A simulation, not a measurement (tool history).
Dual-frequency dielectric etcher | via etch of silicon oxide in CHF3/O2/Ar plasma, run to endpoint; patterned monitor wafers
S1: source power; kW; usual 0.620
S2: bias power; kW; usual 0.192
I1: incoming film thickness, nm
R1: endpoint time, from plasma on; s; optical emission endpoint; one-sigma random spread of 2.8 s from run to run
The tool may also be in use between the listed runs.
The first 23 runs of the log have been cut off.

Run 24, hour 986.0: usual settings but S1 0.520 kW, S2 0.149 kW; I1 795.4. Result: R1 487.9 s.
Run 25, hour 1032.0: usual settings but S1 0.750 kW, S2 0.155 kW; I1 798.4. Result: R1 370.0 s.
Run 26, hour 1058.8: usual settings but S1 0.700 kW; I1 796.4. Result: R1 368.3 s.
Run 27, hour 1084.4: usual settings; I1 803.4. Result: R1 405.8 s.
Run 28, hour 1117.6: usual settings but S1 0.510 kW; I1 793.8. Result: R1 472.0 s.
At hour 1198.9: wet clean of the chamber.
Run 29, hour 1235.7: usual settings but S1 0.770 kW; I1 800.2. Result: R1 350.6 s.
Run 30, hour 1262.1: usual settings but S2 0.178 kW; I1 809.0. Result: R1 414.2 s.
Run 31, hour 1298.0: usual settings but S1 0.480 kW, S2 0.163 kW; I1 799.1. Result: R1 517.0 s.
Run 32, hour 1494.8: usual settings; I1 798.5. Result: R1 399.6 s.
Run 33, hour 1528.3: usual settings but S1 0.710 kW; I1 794.8. Result: R1 364.1 s.
Run 34, hour 1593.8: usual settings but S2 0.154 kW; I1 800.0. Result: R1 416.9 s.
At hour 1641.9: wet clean of the chamber.
Run 35, hour 1642.4: usual settings but S2 0.176 kW; I1 799.5. Result: R1 407.0 s.

Predict each of these 4 candidate next runs independently; none follows another, all start after run 35:
Run A, hour 1642.9: usual settings but S2 0.164 kW; I1 796.5. Result: R1 ?.
Run B, hour 1642.9: usual settings but S2 0.231 kW; I1 796.5. Result: R1 ?.
Run C, hour 1642.9: usual settings but S1 0.680 kW; I1 796.5. Result: R1 ?.
Run D, hour 1642.9: usual settings but S1 0.670 kW, S2 0.235 kW; I1 796.5. Result: R1 ?.

run     R1
  A  415.3
  B  386.5
  C  376.2
  D  363.8
Had the tool no hidden state, the same runs would have come out as:
run     R1
  A  423.3
  B  393.8
  C  383.5
  D  370.8
